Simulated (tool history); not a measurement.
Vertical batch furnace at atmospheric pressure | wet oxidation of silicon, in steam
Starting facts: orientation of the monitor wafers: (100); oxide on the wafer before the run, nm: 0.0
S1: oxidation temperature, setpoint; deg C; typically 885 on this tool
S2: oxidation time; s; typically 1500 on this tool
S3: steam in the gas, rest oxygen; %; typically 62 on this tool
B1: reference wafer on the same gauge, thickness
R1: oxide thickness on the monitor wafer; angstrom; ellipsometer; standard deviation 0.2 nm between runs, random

run	hour	S1	S2	S3	B1	R1
1	0.0	894	1320	62	34.35	358.1
2	42.2	885	1500	62	34.39	350.0
3	67.9	885	1500	62	34.40	355.0
4	125.7	885	1200	62	34.43	279.7
5	195.8	885	1200	62	34.46	280.9
6	245.9	885	1500	62	34.43	352.8
7	274.0	869	1500	62	34.34	267.7
8	321.0	885	1500	57	34.41	324.5
9	375.0	885	1500	57	34.40	325.0
10	412.0	885	1680	62	34.40	392.2
11	463.5	885	1500	62	34.43	354.6
12	505.3	885	1500	62	34.38	351.2
13	557.3	885	1500	53	34.41	315.4
14	608.5	885	1500	53	34.37	318.1
15	643.8	885	1500	53	34.39	314.3
16	686.3	885	1500	62	34.36	369.5
17	712.0	865	960	62	34.41	165.7
18	772.2	885	960	62	34.42	223.1
19	924.5	885	1500	62	34.39	343.8
20	984.7	867	2130	56	34.43	319.5
21	1050.0	906	1830	55	34.40	521.4
22	1113.0	885	1500	62	34.42	345.8
23	1164.1	875	1740	51	34.37	274.8
24	1191.2	885	1500	56	34.45	311.6
25	1238.0	868	1980	52	34.42	282.8
26	1264.6	872	2190	55	34.42	352.0
27	1328.4	885	1260	67	34.37	313.0
28	1396.8	885	1500	62	34.38	341.9
29	1424.3	885	1200	65	34.41	288.7
30	1460.7	907	1500	62	34.40	488.1
31	1493.8	885	1080	70	34.40	280.3
32	1540.3	894	2190	69	34.43	639.5
33	1630.9	871	1500	69	34.42	301.6
34	1701.7	899	1050	70	34.37	346.0
35	1732.4	885	1500	56	34.38	310.1
36	1796.9	903	1260	51	34.41	324.0
37	1822.4	903	1500	62	34.42	465.3

Put back what was entered between runs (4 entries, withheld): which listed runs does each sit between, and how does the hidden state differ from the listed run before to the listed run after?
Run 10 -> run 11: gauge calibrated (hour 439.1)
  true tube temperature minus thermocouple reading, K: 4.33 -> 4.39; steam share off its setpoint, % of the setpoint: -3.96 -> -4.01
  the result without the hidden state subtracted from the measured one, R1: +13.0 -> +12.0 angstrom
Run 12 -> run 13: steam generator serviced (hour 556.8)
  true tube temperature minus thermocouple reading, K: 4.44 -> 4.49; steam share off its setpoint, % of the setpoint: -4.06 -> -0.0306
  the result without the hidden state subtracted from the measured one, R1: +12.0 -> +23.2 angstrom
Run 17 -> run 18: thermocouples replaced and temperature profile calibrated (hour 771.7)
  true tube temperature minus thermocouple reading, K: 4.66 -> 0.521; steam share off its setpoint, % of the setpoint: -0.209 -> -0.278
  the result without the hidden state subtracted from the measured one, R1: +13.0 -> +1.4 angstrom
Run 30 -> run 31: gauge calibrated (hour 1465.3)
  true tube temperature minus thermocouple reading, K: 1.28 -> 1.32; steam share off its setpoint, % of the setpoint: -1.07 -> -1.11
  the result without the hidden state subtracted from the measured one, R1: +4.2 -> +3.3 angstrom

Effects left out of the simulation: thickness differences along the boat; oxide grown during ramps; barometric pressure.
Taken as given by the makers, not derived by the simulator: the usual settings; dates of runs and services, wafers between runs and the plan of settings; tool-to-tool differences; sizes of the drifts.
